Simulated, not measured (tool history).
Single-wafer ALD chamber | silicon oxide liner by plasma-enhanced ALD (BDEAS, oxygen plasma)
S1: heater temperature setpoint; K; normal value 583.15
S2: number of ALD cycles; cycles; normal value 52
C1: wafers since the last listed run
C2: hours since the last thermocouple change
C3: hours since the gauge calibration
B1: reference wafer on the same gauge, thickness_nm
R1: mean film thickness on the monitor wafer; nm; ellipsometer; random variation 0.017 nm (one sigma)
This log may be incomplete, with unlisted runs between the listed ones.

run	day	S1	S2	C1	C2	C3	B1	R1
1	0.000	583.15	52	0	2167.9	305.1	5.169	4.891
2	1.088	583.15	52	110	2194.0	331.2	5.170	4.853
3	1.817	583.15	52	74	2211.5	348.7	5.171	4.866
4	2.725	583.15	52	92	2233.3	370.5	5.169	4.921
5	3.917	583.15	52	120	2261.9	399.1	5.170	4.913
6	5.300	594.15	60	140	2295.1	432.3	5.165	5.540
7	6.558	594.15	60	127	2325.3	462.5	5.172	5.549
8	7.296	583.15	52	74	2343.0	480.2	5.170	4.894
9	8.567	583.15	52	129	2373.5	510.7	5.173	4.933
10	9.462	583.15	52	90	2395.0	532.2	5.170	4.898
11	10.196	583.15	52	74	2412.6	549.8	5.175	4.911
12	11.304	583.15	52	112	2439.2	576.4	5.168	4.880
13	12.467	591.15	52	118	2467.1	604.3	5.168	4.846
14	13.325	583.15	57	87	2487.7	624.9	5.172	5.405
15	14.208	583.15	52	89	2508.9	646.1	5.172	4.911
16	15.208	593.15	56	101	2532.9	670.1	5.173	5.184
# day 15.754: thermocouple changed; heater temperature recalibrated
17	16.446	573.15	52	91	16.6	699.8	5.166	4.931
# day 16.538: gauge calibrated
18	17.104	571.15	52	66	32.4	13.6	5.173	4.973
19	18.533	574.15	43	145	66.7	47.9	5.170	4.097
20	19.704	598.15	55	118	94.8	76.0	5.169	5.069
21	20.817	573.15	60	112	121.5	102.7	5.170	5.713
22	21.746	592.15	44	94	143.8	125.0	5.170	4.108
23	22.558	583.15	52	82	163.3	144.5	5.172	4.872
24	24.058	583.15	52	152	199.3	180.5	5.172	4.907
25	25.017	583.15	52	97	222.3	203.5	5.169	4.899
26	25.583	591.15	56	57	235.9	217.1	5.169	5.175
27	26.346	579.15	42	77	254.2	235.4	5.171	3.971
28	28.029	583.15	52	170	294.6	275.8	5.168	4.915
29	29.479	576.15	55	147	329.4	310.6	5.170	5.212

Forecast each of these 4 alternatives for the next run:
A	29.500	583.15	52	2	329.9	311.1	?	?
B	29.500	576.15	43	2	329.9	311.1	?	?
C	29.500	596.15	55	2	329.9	311.1	?	?
D	29.500	588.15	62	2	329.9	311.1	?	?

run	B1	R1
A	5.169	4.912
B	5.169	4.097
C	5.169	5.111
D	5.169	5.820
Take away the tool's hidden state, keep each run's random variation, and the runs would have read:
run	R1
A	4.912
B	4.097
C	5.111
D	5.820
